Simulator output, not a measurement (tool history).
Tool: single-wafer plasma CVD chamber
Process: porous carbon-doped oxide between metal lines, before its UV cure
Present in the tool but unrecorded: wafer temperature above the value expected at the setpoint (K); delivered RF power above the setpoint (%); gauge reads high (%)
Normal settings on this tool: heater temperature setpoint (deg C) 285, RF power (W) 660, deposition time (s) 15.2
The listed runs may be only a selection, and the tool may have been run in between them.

run   hour  heater temperature setpoint (deg C)  RF power (W)  deposition time (s)  wafers since the last listed run  hours since the last thermocouple change  hours since the last RF generator calibration  hours since the showerhead was replaced  hours since the gauge calibration  read-back reference wafer on the same gauge, thickness_nm  mean film thickness on the monitor wafer (Å)
  1    0.0                                  285           660                 15.2                                 0                                    1200.7                                         2263.0                                   7052.7                              114.4                                                    112.921                                       1127.65
  2    9.9                                  285           660                 12.9                               198                                    1210.6                                         2272.9                                   7062.6                              124.3                                                    113.016                                        965.72
  3   22.5                                  285           580                 13.0                               252                                    1223.2                                         2285.5                                   7075.2                              136.9                                                    113.067                                        848.23
  4   34.9                                  285           580                 13.0                               248                                    1235.6                                         2297.9                                   7087.6                              149.3                                                    113.060                                        850.31
  5   42.2                                  285           580                 13.0                               146                                    1242.9                                         2305.2                                   7094.9                              156.6                                                    112.944                                        850.14
      57.9  -- thermocouple changed; heater temperature recalibrated
  6   58.4                                  285           660                 15.2                               164                                       0.5                                         2321.4                                   7111.1                              172.8                                                    113.032                                       1128.66
  7   63.9                                  285           660                 15.2                               110                                       6.0                                         2326.9                                   7116.6                              178.3                                                    113.019                                       1131.23
      77.5  -- gauge calibrated
      78.5  -- showerhead replaced
  8   79.0                                  279           785                 12.3                               142                                      21.1                                         2342.0                                      0.5                                1.5                                                    112.994                                       1117.68
      87.0  -- RF generator calibrated
  9   87.5                                  285           660                 15.2                                10                                      29.6                                            0.5                                      9.0                               10.0                                                    112.968                                       1225.44
 10   89.7                                  278           660                 15.2                                44                                      31.8                                            2.7                                     11.2                               12.2                                                    112.960                                       1274.05
 11  102.6                                  291           575                 16.4                               258                                      44.7                                           15.6                                     24.1                               25.1                                                    113.047                                       1111.37
 12  116.2                                  285           660                 17.7                               272                                      58.3                                           29.2                                     37.7                               38.7                                                    113.060                                       1418.84
 13  129.8                                  296           775                 12.9                               272                                      71.9                                           42.8                                     51.3                               52.3                                                    112.977                                       1147.69
 14  145.0                                  285           720                 12.6                               304                                      87.1                                           58.0                                     66.5                               67.5                                                    112.997                                       1110.52
 15  161.4                                  285           790                 12.7                               328                                     103.5                                           74.4                                     82.9                               83.9                                                    112.994                                       1214.34

What the log doesn't show, run by run:
wafer temperature above the value expected at the setpoint (K): 0 on each run
gauge reads high (%): 0 on each run
H1: delivered RF power above the setpoint (%)
run      H1
  1   -7.93
  2   -7.97
  3   -8.01
  4   -8.05
  5   -8.07
  6   -8.12
  7   -8.14
  8   -8.19
  9   -0.12
 10  -0.127
 11  -0.169
 12  -0.213
 13  -0.258
 14  -0.307
 15  -0.361
